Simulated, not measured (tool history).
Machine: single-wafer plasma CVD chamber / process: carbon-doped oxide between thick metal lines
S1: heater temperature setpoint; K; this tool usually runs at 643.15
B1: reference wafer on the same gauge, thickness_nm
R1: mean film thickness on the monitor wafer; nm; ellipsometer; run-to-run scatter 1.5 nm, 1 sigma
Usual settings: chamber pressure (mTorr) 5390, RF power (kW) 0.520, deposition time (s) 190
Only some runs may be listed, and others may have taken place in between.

Run 1, hour 0.0: usual settings; B1 869.113. Result: R1 953.804 nm.
Run 2, hour 16.0: usual settings; B1 869.461. Result: R1 953.380 nm.
Run 3, hour 26.2: usual settings but deposition time (s) 211; B1 869.280. Result: R1 1056.160 nm.
Run 4, hour 37.8: usual settings but deposition time (s) 211; B1 869.129. Result: R1 1057.830 nm.
Run 5, hour 45.4: usual settings; B1 868.805. Result: R1 954.178 nm.
Run 6, hour 53.0: usual settings; B1 868.552. Result: R1 953.095 nm.
Run 7, hour 66.2: usual settings but S1 637.15 K, chamber pressure (mTorr) 6680; B1 869.035. Result: R1 989.674 nm.
Run 8, hour 76.4: usual settings; B1 868.986. Result: R1 954.063 nm.
Run 9, hour 84.1: usual settings but chamber pressure (mTorr) 4330, deposition time (s) 210; B1 868.970. Result: R1 1015.868 nm.
Run 10, hour 92.5: usual settings but chamber pressure (mTorr) 5920; B1 868.996. Result: R1 967.467 nm.
Run 11, hour 108.1: usual settings; B1 868.846. Result: R1 954.309 nm.
Run 12, hour 125.6: usual settings but S1 629.15 K, chamber pressure (mTorr) 6650, RF power (kW) 0.580, deposition time (s) 158; B1 869.036. Result: R1 895.498 nm.
At hour 135.3: RF generator calibrated.
Run 13, hour 140.7: usual settings; B1 869.425. Result: R1 973.444 nm.
Run 14, hour 152.5: usual settings but S1 656.15 K, RF power (kW) 0.430, deposition time (s) 163; B1 868.889. Result: R1 721.312 nm.
Run 15, hour 162.6: usual settings but S1 655.15 K, chamber pressure (mTorr) 6520, deposition time (s) 159; B1 868.873. Result: R1 815.850 nm.
At hour 194.0: gauge calibrated.
Run 16, hour 207.5: usual settings but S1 634.15 K, chamber pressure (mTorr) 4820, RF power (kW) 0.605; B1 868.849. Result: R1 1063.244 nm.
Run 17, hour 219.8: usual settings but chamber pressure (mTorr) 4420; B1 868.825. Result: R1 941.075 nm.
Run 18, hour 232.8: usual settings but S1 652.15 K, RF power (kW) 0.590; B1 868.565. Result: R1 1030.877 nm.
Run 19, hour 246.9: usual settings but RF power (kW) 0.560, deposition time (s) 221; B1 868.611. Result: R1 1179.883 nm.
Run 20, hour 260.5: usual settings but S1 639.15 K; B1 868.844. Result: R1 976.216 nm.
Run 21, hour 269.7: usual settings but RF power (kW) 0.615; B1 868.987. Result: R1 1069.590 nm.
Run 22, hour 280.4: usual settings; B1 869.249. Result: R1 972.442 nm.
Run 23, hour 288.4: usual settings; B1 868.709. Result: R1 971.203 nm.
Run 24, hour 304.2: usual settings but RF power (kW) 0.415; B1 869.462. Result: R1 838.053 nm.
Run 25, hour 316.4: usual settings but S1 638.15 K, deposition time (s) 220; B1 869.217. Result: R1 1133.058 nm.
Run 26, hour 323.9: usual settings but chamber pressure (mTorr) 6320, RF power (kW) 0.605; B1 869.083. Result: R1 1082.533 nm.
Run 27, hour 339.4: usual settings; B1 869.323. Result: R1 969.545 nm.
Run 28, hour 356.0: usual settings; B1 868.868. Result: R1 967.528 nm.
Run 29, hour 371.0: usual settings; B1 869.128. Result: R1 968.371 nm.

Below are 3 alternative next runs, each starting from the tool's condition after run 29. Predict each:
Run A, hour 371.5: usual settings; B1 ?. Result: R1 ?.
Run B, hour 371.5: usual settings but chamber pressure (mTorr) 4560, deposition time (s) 170; B1 ?. Result: R1 ?.
Run C, hour 371.5: usual settings but S1 631.15 K, chamber pressure (mTorr) 4580, deposition time (s) 155; B1 ?. Result: R1 ?.

run       B1       R1
  A  868.748  968.515
  B  868.748  843.124
  C  868.748  788.273
Stripped of hidden state, with their random variation kept, the same runs would have yielded:
run       R1
  A  970.122
  B  844.523
  C  788.966
